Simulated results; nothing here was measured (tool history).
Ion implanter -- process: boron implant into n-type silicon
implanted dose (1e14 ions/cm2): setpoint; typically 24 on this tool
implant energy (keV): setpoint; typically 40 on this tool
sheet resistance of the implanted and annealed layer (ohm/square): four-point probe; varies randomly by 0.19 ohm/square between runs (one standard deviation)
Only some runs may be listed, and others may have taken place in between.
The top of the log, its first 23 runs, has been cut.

run     day  implanted dose (1e14 ions/cm2)  implant energy (keV)  wafers since the last listed run  hours since the last dose calibration  hours since the extraction supply was calibrated  hours since the gauge calibration  read-back reference wafer on the same gauge, sheet resistance  sheet resistance of the implanted and annealed layer (ohm/square)
 24  12.312                           17.63                    31                                56                                    5.2                                              45.1                               32.1                                                          67.31                                                              72.38
 25   12.65                              24                  52.5                                98                                   13.3                                              53.2                               40.2                                                          67.34                                                              54.96
 26  12.917                           30.71                  53.5                                77                                   19.7                                              59.6                               46.6                                                          67.23                                                              46.84
 27  14.454                              24                    40                               447                                   56.6                                              96.5                               83.5                                                          67.25                                                              57.43
 28  15.096                              24                    51                               186                                     72                                             111.9                               98.9                                                          67.43                                                              55.15
 29  15.746                           21.86                    40                               188                                   87.6                                             127.5                              114.5                                                          67.38                                                              60.68
 30    16.6                           25.81                  47.5                               248                                  108.1                                               148                                135                                                           67.3                                                              53.42
 31  16.925                              24                    37                                94                                  115.9                                             155.8                              142.8                                                          67.22                                                              57.97
 32  17.412                              24                    37                               141                                  127.6                                             167.5                              154.5                                                          67.26                                                              57.77
 33  18.012                              24                    40                               174                                    142                                             181.9                              168.9                                                          67.33                                                               57.5
 34  18.388                              19                    32                               109                                    151                                             190.9                              177.9                                                          67.18                                                              68.65
 35  18.879                              24                    40                               142                                  162.8                                             202.7                              189.7                                                          67.25                                                              57.11
 36  19.204                              24                    40                                94                                  170.6                                             210.5                              197.5                                                           67.4                                                               56.9
 37  19.692                              24                    40                               141                                  182.3                                             222.2                              209.2                                                          67.22                                                              57.05

Predict each of these 5 candidate next runs independently; none follows another, all start after run 37:
  A  19.708                              24                    40                                 4                                  182.7                                             222.6                              209.6                                                              ?                                                                  ?
  B  19.708                           27.71                  35.5                                 4                                  182.7                                             222.6                              209.6                                                              ?                                                                  ?
  C  19.708                            29.1                    48                                 4                                  182.7                                             222.6                              209.6                                                              ?                                                                  ?
  D  19.708                           22.09                    36                                 4                                  182.7                                             222.6                              209.6                                                              ?                                                                  ?
  E  19.708                           17.21                  51.5                                 4                                  182.7                                             222.6                              209.6                                                              ?                                                                  ?

run  read-back reference wafer on the same gauge, sheet resistance  sheet resistance of the implanted and annealed layer (ohm/square)
  A                                                           67.2                                                              57.22
  B                                                           67.2                                                              53.78
  C                                                           67.2                                                              49.31
  D                                                           67.2                                                              61.31
  E                                                           67.2                                                              70.95
What these runs would have given with no unlogged condition in the tool:
run  sheet resistance of the implanted and annealed layer (ohm/square)
  A                                                              56.89
  B                                                              53.52
  C                                                              49.05
  D                                                              60.96
  E                                                              70.47

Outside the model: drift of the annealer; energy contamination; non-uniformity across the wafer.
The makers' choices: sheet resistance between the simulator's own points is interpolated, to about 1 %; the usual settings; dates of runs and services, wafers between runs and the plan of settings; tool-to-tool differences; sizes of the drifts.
